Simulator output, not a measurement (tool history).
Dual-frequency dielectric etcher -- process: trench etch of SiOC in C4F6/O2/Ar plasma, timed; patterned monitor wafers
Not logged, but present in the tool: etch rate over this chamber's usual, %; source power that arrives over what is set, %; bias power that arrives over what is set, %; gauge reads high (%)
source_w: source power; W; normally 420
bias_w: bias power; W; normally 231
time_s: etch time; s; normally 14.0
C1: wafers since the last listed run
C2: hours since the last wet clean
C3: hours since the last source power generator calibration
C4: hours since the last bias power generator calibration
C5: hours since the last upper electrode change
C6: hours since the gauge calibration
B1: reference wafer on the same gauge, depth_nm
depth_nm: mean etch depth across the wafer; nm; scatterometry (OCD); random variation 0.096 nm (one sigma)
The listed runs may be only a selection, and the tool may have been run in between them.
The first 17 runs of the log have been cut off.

{"run": 18, "day": 46.288, "source_w": 520, "bias_w": 188, "time_s": 12.5, "C1": 1194, "C2": 76.0, "C3": 482.9, "C4": 434.6, "C5": 249.5, "C6": 380.2, "B1": 29.31, "depth_nm": 30.03}
{"run": 19, "day": 47.388, "source_w": 420, "bias_w": 231, "time_s": 12.0, "C1": 480, "C2": 102.4, "C3": 509.3, "C4": 461.0, "C5": 275.9, "C6": 406.6, "B1": 29.35, "depth_nm": 28.7}
{"run": 20, "day": 49.846, "source_w": 420, "bias_w": 254, "time_s": 14.0, "C1": 1074, "C2": 161.4, "C3": 568.3, "C4": 520.0, "C5": 334.9, "C6": 465.6, "B1": 29.31, "depth_nm": 34.83}
{"run": 21, "day": 52.071, "source_w": 490, "bias_w": 231, "time_s": 12.5, "C1": 972, "C2": 214.8, "C3": 621.7, "C4": 573.4, "C5": 388.3, "C6": 519.0, "B1": 29.28, "depth_nm": 31.82}
{"run": 22, "day": 54.704, "source_w": 470, "bias_w": 205, "time_s": 16.5, "C1": 1151, "C2": 278.0, "C3": 684.9, "C4": 636.6, "C5": 451.5, "C6": 582.2, "B1": 29.27, "depth_nm": 39.8}
{"run": 23, "day": 56.867, "source_w": 470, "bias_w": 262, "time_s": 17.5, "C1": 945, "C2": 329.9, "C3": 736.8, "C4": 688.5, "C5": 503.4, "C6": 634.1, "B1": 29.35, "depth_nm": 46.21}
{"run": 24, "day": 62.958, "source_w": 360, "bias_w": 183, "time_s": 14.0, "C1": 2663, "C2": 476.1, "C3": 883.0, "C4": 834.7, "C5": 649.6, "C6": 780.3, "B1": 29.28, "depth_nm": 29.54}
{"day": 65.312, "done": "wet clean of the chamber"}
{"run": 25, "day": 65.475, "source_w": 420, "bias_w": 216, "time_s": 17.0, "C1": 663, "C2": 3.9, "C3": 943.4, "C4": 895.1, "C5": 710.0, "C6": 840.7, "B1": 29.29, "depth_nm": 39.51}
{"run": 26, "day": 67.379, "source_w": 360, "bias_w": 183, "time_s": 14.0, "C1": 832, "C2": 49.6, "C3": 989.1, "C4": 940.8, "C5": 755.7, "C6": 886.4, "B1": 29.34, "depth_nm": 28.96}
{"run": 27, "day": 68.4, "source_w": 460, "bias_w": 252, "time_s": 10.5, "C1": 446, "C2": 74.1, "C3": 1013.6, "C4": 965.3, "C5": 780.2, "C6": 910.9, "B1": 29.3, "depth_nm": 26.86}
{"run": 28, "day": 69.95, "source_w": 420, "bias_w": 231, "time_s": 14.0, "C1": 677, "C2": 111.3, "C3": 1050.8, "C4": 1002.5, "C5": 817.4, "C6": 948.1, "B1": 29.27, "depth_nm": 33.51}
{"run": 29, "day": 71.188, "source_w": 370, "bias_w": 188, "time_s": 18.0, "C1": 540, "C2": 141.0, "C3": 1080.5, "C4": 1032.2, "C5": 847.1, "C6": 977.8, "B1": 29.28, "depth_nm": 38.28}
{"run": 30, "day": 72.871, "source_w": 420, "bias_w": 231, "time_s": 14.0, "C1": 735, "C2": 181.4, "C3": 1120.9, "C4": 1072.6, "C5": 887.5, "C6": 1018.2, "B1": 29.26, "depth_nm": 33.61}

Branching from run 30: 4 alternative next runs. What would each branch give?
{"run": "A", "day": 72.888, "source_w": 420, "bias_w": 255, "time_s": 14.0, "C1": 7, "C2": 181.8, "C3": 1121.3, "C4": 1073.0, "C5": 887.9, "C6": 1018.6, "B1": "?", "depth_nm": "?"}
{"run": "B", "day": 72.888, "source_w": 380, "bias_w": 231, "time_s": 15.0, "C1": 7, "C2": 181.8, "C3": 1121.3, "C4": 1073.0, "C5": 887.9, "C6": 1018.6, "B1": "?", "depth_nm": "?"}
{"run": "C", "day": 72.888, "source_w": 420, "bias_w": 268, "time_s": 17.5, "C1": 7, "C2": 181.8, "C3": 1121.3, "C4": 1073.0, "C5": 887.9, "C6": 1018.6, "B1": "?", "depth_nm": "?"}
{"run": "D", "day": 72.888, "source_w": 520, "bias_w": 231, "time_s": 14.0, "C1": 7, "C2": 181.8, "C3": 1121.3, "C4": 1073.0, "C5": 887.9, "C6": 1018.6, "B1": "?", "depth_nm": "?"}

run=A B1=29.32 depth_nm=34.97
run=B B1=29.32 depth_nm=34.80
run=C B1=29.32 depth_nm=44.55
run=D B1=29.32 depth_nm=36.43
Had the tool no hidden state, the same runs would have come out as:
run=A depth_nm=34.68
run=B depth_nm=34.51
run=C depth_nm=44.18
run=D depth_nm=36.12
